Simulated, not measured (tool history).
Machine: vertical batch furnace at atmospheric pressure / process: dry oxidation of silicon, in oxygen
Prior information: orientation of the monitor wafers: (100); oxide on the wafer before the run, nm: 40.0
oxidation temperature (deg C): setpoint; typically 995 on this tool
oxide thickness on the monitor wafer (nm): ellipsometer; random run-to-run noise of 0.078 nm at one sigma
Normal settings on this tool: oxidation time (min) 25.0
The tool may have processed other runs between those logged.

run	hour	oxidation temperature (deg C)	oxidation time (min)	wafers since the last listed run	hours since the last temperature calibration	hours since the boat lift was adjusted	hours since the gauge calibration	read-back reference wafer on the same gauge, thickness	oxide thickness on the monitor wafer (nm)
1	0.0	985	25.0	0	4054.6	5319.4	789.8	51.30	51.34
2	67.7	985	25.0	1094	4122.3	5387.1	857.5	51.30	51.18
3	112.5	985	25.0	724	4167.1	5431.9	902.3	51.31	51.31
4	275.7	977	25.0	2637	4330.3	5595.1	1065.5	51.30	50.25
5	343.3	977	25.0	1092	4397.9	5662.7	1133.1	51.30	50.24
6	414.7	977	25.0	1154	4469.3	5734.1	1204.5	51.29	50.25
7	443.5	986	31.0	465	4498.1	5762.9	1233.3	51.31	54.05
8	467.6	986	31.0	389	4522.2	5787.0	1257.4	51.30	54.19
9	524.8	986	31.0	924	4579.4	5844.2	1314.6	51.31	54.26
# hour 565.1: boat lift adjusted
10	571.5	995	25.0	366	4626.1	6.4	1361.3	51.31	52.80
11	597.4	995	25.0	418	4652.0	32.3	1387.2	51.30	52.80
# hour 768.3: gauge calibrated
12	779.7	995	25.0	2946	4834.3	214.6	11.4	51.31	52.89
13	805.9	995	25.0	423	4860.5	240.8	37.6	51.30	52.86
14	841.8	995	19.0	580	4896.4	276.7	73.5	51.30	49.79
15	902.7	995	25.0	984	4957.3	337.6	134.4	51.29	52.77
16	929.8	995	25.0	438	4984.4	364.7	161.5	51.30	52.88
17	969.4	995	25.0	640	5024.0	404.3	201.1	51.31	52.76
18	1006.8	977	20.0	604	5061.4	441.7	238.5	51.29	48.19
19	1034.5	977	20.0	447	5089.1	469.4	266.2	51.30	48.11
20	1063.2	982	14.0	463	5117.8	498.1	294.9	51.29	46.13
21	1090.8	995	25.0	446	5145.4	525.7	322.5	51.29	52.83
22	1123.8	977	20.0	533	5178.4	558.7	355.5	51.30	48.13
# hour 1158.5: thermocouples replaced and temperature profile calibrated
23	1159.0	988	13.0	181	0.5	593.9	390.7	51.30	45.63
24	1203.4	975	30.5	717	44.9	638.3	435.1	51.30	51.75
25	1274.7	1017	16.5	1152	116.2	709.6	506.4	51.30	50.46
26	1306.5	1019	32.5	514	148.0	741.4	538.2	51.31	61.04
27	1333.1	1007	36.5	429	174.6	768.0	564.8	51.30	60.41
28	1382.7	1011	37.5	801	224.2	817.6	614.4	51.32	61.91
29	1427.9	1012	34.5	730	269.4	862.8	659.6	51.29	60.51
30	1452.7	995	32.5	400	294.2	887.6	684.4	51.30	55.63
31	1520.0	1007	33.5	1087	361.5	954.9	751.7	51.29	58.81
32	1568.2	1004	15.5	779	409.7	1003.1	799.9	51.30	48.32
33	1594.8	976	25.0	429	436.3	1029.7	826.5	51.31	49.84
34	1643.4	1010	30.0	785	484.9	1078.3	875.1	51.29	57.82
35	1675.8	1016	34.0	523	517.3	1110.7	907.5	51.29	61.50
36	1715.8	1018	35.0	646	557.3	1150.7	947.5	51.30	62.80
37	1741.7	1014	25.0	418	583.2	1176.6	973.4	51.30	55.61
38	1803.2	982	14.0	994	644.7	1238.1	1034.9	51.29	45.83

For each entry between runs, how does the tool's hidden state at the last listed run before it compare with that at the first listed run after it?
In the gap between runs 9 and 10: boat lift adjusted (hour 565.1)
  no difference in the tool's unlogged condition between these two runs
  measured value less the no-hidden-state value, oxide thickness on the monitor wafer (nm): +0.87 -> +0.87
In the gap between runs 11 and 12: gauge calibrated (hour 768.3)
  true tube temperature minus thermocouple reading, K: 5.43 -> 5.46
  measured value less the no-hidden-state value, oxide thickness on the monitor wafer (nm): +0.87 -> +0.87
In the gap between runs 22 and 23: thermocouples replaced and temperature profile calibrated (hour 1158.5)
  true tube temperature minus thermocouple reading, K: 5.52 -> 0.146
  measured value less the no-hidden-state value, oxide thickness on the monitor wafer (nm): +0.48 -> +0.01

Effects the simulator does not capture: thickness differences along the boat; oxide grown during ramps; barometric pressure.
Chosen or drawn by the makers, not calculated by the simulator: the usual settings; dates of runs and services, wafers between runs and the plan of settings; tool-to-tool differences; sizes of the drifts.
